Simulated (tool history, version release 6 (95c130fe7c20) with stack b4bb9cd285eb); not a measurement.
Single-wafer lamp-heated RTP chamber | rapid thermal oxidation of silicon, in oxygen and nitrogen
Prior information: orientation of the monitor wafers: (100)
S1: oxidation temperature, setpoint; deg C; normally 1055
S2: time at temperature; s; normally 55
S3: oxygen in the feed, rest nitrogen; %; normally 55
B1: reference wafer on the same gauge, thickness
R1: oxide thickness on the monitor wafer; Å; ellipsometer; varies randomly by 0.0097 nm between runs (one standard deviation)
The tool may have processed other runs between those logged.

run 1 day=0.000 | S1=1055 S2=55 S3=55 | B1=6.935 | R1=64.95
run 2 day=1.388 | S1=1055 S2=55 S3=55 | B1=6.930 | R1=65.06
run 3 day=3.942 | S1=1055 S2=55 S3=33 | B1=6.927 | R1=54.37
run 4 day=5.675 | S1=1055 S2=55 S3=33 | B1=6.933 | R1=54.33
run 5 day=7.400 | S1=1055 S2=55 S3=55 | B1=6.934 | R1=65.13
run 6 day=9.012 | S1=1055 S2=55 S3=55 | B1=6.929 | R1=65.07
run 7 day=11.200 | S1=1055 S2=55 S3=55 | B1=6.928 | R1=65.34
run 8 day=12.575 | S1=1055 S2=55 S3=65 | B1=6.927 | R1=69.03
run 9 day=14.879 | S1=1055 S2=55 S3=65 | B1=6.929 | R1=69.15
-- day=15.646 pyrometer window cleaned and pyrometer calibrated
run 10 day=16.442 | S1=1055 S2=55 S3=55 | B1=6.933 | R1=64.69
run 11 day=17.808 | S1=1055 S2=55 S3=55 | B1=6.930 | R1=64.75
run 12 day=20.392 | S1=1055 S2=72 S3=36 | B1=6.931 | R1=62.94
-- day=20.696 gauge calibrated
run 13 day=22.283 | S1=1055 S2=38 S3=81 | B1=6.928 | R1=63.31
-- day=23.071 oxygen flow controller replaced
run 14 day=23.621 | S1=1040 S2=63 S3=47 | B1=6.935 | R1=58.89
run 15 day=25.600 | S1=1067 S2=43 S3=47 | B1=6.931 | R1=59.93
run 16 day=27.975 | S1=1055 S2=55 S3=55 | B1=6.932 | R1=64.87
run 17 day=32.125 | S1=1055 S2=55 S3=33 | B1=6.933 | R1=54.30
run 18 day=35.079 | S1=1055 S2=55 S3=44 | B1=6.933 | R1=60.27
run 19 day=37.983 | S1=1041 S2=55 S3=72 | B1=6.930 | R1=65.05
run 20 day=40.462 | S1=1072 S2=44 S3=28 | B1=6.932 | R1=52.20
run 21 day=41.646 | S1=1047 S2=55 S3=80 | B1=6.932 | R1=70.28
-- day=42.896 pyrometer window cleaned and pyrometer calibrated
run 22 day=43.229 | S1=1055 S2=55 S3=55 | B1=6.935 | R1=64.61

What the log doesn't show, run by run:
deviation of the oxygen flow from its setpoint, %: 0, the same for each run
gauge reads high (%): 0, the same for each run
H1: true wafer temperature minus pyrometer reading, K
run=1 H1=0.753
run=2 H1=0.81
run=3 H1=0.895
run=4 H1=0.94
run=5 H1=0.976
run=6 H1=1
run=7 H1=1.04
run=8 H1=1.05
run=9 H1=1.07
run=10 H1=0.1
run=11 H1=0.231
run=12 H1=0.429
run=13 H1=0.541
run=14 H1=0.606
run=15 H1=0.687
run=16 H1=0.762
run=17 H1=0.852
run=18 H1=0.895
run=19 H1=0.925
run=20 H1=0.944
run=21 H1=0.951
run=22 H1=0.0936

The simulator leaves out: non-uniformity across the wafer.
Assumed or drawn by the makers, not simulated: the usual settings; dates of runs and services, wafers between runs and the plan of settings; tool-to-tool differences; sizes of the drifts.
